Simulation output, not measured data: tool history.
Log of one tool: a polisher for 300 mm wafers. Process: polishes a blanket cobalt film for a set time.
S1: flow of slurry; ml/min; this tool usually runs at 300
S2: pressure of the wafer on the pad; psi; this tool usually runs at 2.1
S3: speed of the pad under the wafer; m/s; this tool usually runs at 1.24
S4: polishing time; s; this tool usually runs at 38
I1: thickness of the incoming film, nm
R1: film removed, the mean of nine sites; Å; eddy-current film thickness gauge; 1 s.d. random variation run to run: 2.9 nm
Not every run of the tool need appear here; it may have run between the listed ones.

run,day,S1,S2,S3,S4,I1,R1
1,0.000,300,2.1,1.24,38,710.8,1712
2,2.508,300,2.1,1.24,38,703.6,1687
3,6.375,300,2.1,1.24,38,709.6,1668
4,9.508,300,2.1,1.24,38,704.3,1635
5,12.662,300,2.1,1.24,38,709.1,1840
6,14.554,300,2.1,1.48,38,697.4,2145
7,16.171,300,2.1,1.48,38,714.6,2076
8,19.779,300,2.1,1.48,38,720.9,2027
9,24.167,300,2.1,1.24,38,697.7,1853
10,27.042,300,2.1,1.24,38,717.1,1788
11,28.662,300,2.1,1.24,32,697.0,1486
12,31.467,300,2.1,1.24,32,695.2,1423
13,35.783,300,2.1,1.24,38,708.3,1899
14,37.871,300,2.1,1.24,38,714.9,1846
15,40.354,300,2.1,1.24,38,711.7,1770
16,43.671,300,2.1,1.24,38,714.0,1715
17,48.062,300,2.1,1.24,48,716.0,2166
18,50.975,300,2.1,1.24,38,710.9,1692
19,53.075,300,2.1,1.24,38,701.1,1658
20,55.067,205,2.3,1.24,28,699.8,1279
21,56.858,230,2.1,1.24,26,701.5,1355
22,60.362,300,2.1,1.42,38,708.3,2192
23,64.833,300,2.3,1.66,38,711.4,2549
24,68.200,330,1.8,1.24,31,719.9,1264
25,70.871,270,2.1,0.92,38,717.5,1240
26,72.400,230,2.1,1.24,26,711.3,1104
27,75.358,385,2.6,1.48,25,716.8,1573
28,77.854,300,2.1,1.24,32,700.9,1380
29,84.117,300,2.1,1.24,38,718.9,1799
30,86.792,335,1.6,0.84,29,714.7,743
31,88.846,225,2.3,1.24,28,702.3,1477
32,99.104,300,2.1,1.24,38,724.7,1664
33,102.592,200,2.5,1.64,38,720.4,2591
34,106.004,300,2.4,1.24,38,698.7,2130
35,109.946,300,1.8,1.24,38,708.3,1573
36,114.342,385,2.6,1.24,49,725.5,2711
37,116.738,300,2.1,1.24,38,701.5,1696
38,119.738,300,2.1,1.46,47,714.8,2378

Put back what was entered between runs (12 entries, withheld): which listed runs does each sit between, and how does the hidden state differ from the listed run before to the listed run after?
After run 4, before run 5: worn pad replaced by a new one (day 10.229); slurry nozzle cleaned (day 11.833)
  removal rate lost through wear of the pad, %: 13.7 -> 3.63; deviation of the head's pressure from its setpoint, %: -9.01 -> -9.7
  what was measured, less what the result would be without the hidden state, R1: -410 -> -234 Å
After run 8, before run 9: head pressure recalibrated (day 24.146)
  removal rate lost through wear of the pad, %: 9 -> 10.6; deviation of the head's pressure from its setpoint, %: -10.7 -> -0.562
  what was measured, less what the result would be without the hidden state, R1: -415 -> -231 Å
After run 12, before run 13: worn pad replaced by a new one (day 34.171)
  removal rate lost through wear of the pad, %: 12 -> 2.72; deviation of the head's pressure from its setpoint, %: -5.88 -> -7.73
  what was measured, less what the result would be without the hidden state, R1: -277 -> -185 Å
After run 15, before run 16: slurry nozzle cleaned (day 42.646)
  removal rate lost through wear of the pad, %: 7.07 -> 9.03; deviation of the head's pressure from its setpoint, %: -9.03 -> -9.69
  what was measured, less what the result would be without the hidden state, R1: -288 -> -333 Å
After run 20, before run 21: worn pad replaced by a new one (day 55.771); head pressure recalibrated (day 56.021)
  removal rate lost through wear of the pad, %: 12 -> 2.66; deviation of the head's pressure from its setpoint, %: -10.9 -> -1.44
  what was measured, less what the result would be without the hidden state, R1: -318 -> -54 Å
After run 25, before run 26: slurry nozzle cleaned (day 71.771)
  removal rate lost through wear of the pad, %: 11.6 -> 11.9; deviation of the head's pressure from its setpoint, %: -8.8 -> -9.17
  what was measured, less what the result would be without the hidden state, R1: -272 -> -252 Å
After run 28, before run 29: worn pad replaced by a new one (day 80.938)
  removal rate lost through wear of the pad, %: 12.8 -> 4.27; deviation of the head's pressure from its setpoint, %: -10.2 -> -10.8
  what was measured, less what the result would be without the hidden state, R1: -346 -> -264 Å
After run 30, before run 31: head pressure recalibrated (day 86.971)
  removal rate lost through wear of the pad, %: 6.62 -> 7.97; deviation of the head's pressure from its setpoint, %: -11 -> -1.59
  what was measured, less what the result would be without the hidden state, R1: -132 -> -150 Å
After run 32, before run 33: slurry nozzle cleaned (day 101.125)
  removal rate lost through wear of the pad, %: 11.4 -> 11.9; deviation of the head's pressure from its setpoint, %: -7.22 -> -8.22
  what was measured, less what the result would be without the hidden state, R1: -332 -> -563 Å
After run 33, before run 34: worn pad replaced by a new one (day 105.983)
  removal rate lost through wear of the pad, %: 11.9 -> 0.594; deviation of the head's pressure from its setpoint, %: -8.22 -> -8.94
  what was measured, less what the result would be without the hidden state, R1: -563 -> -183 Å
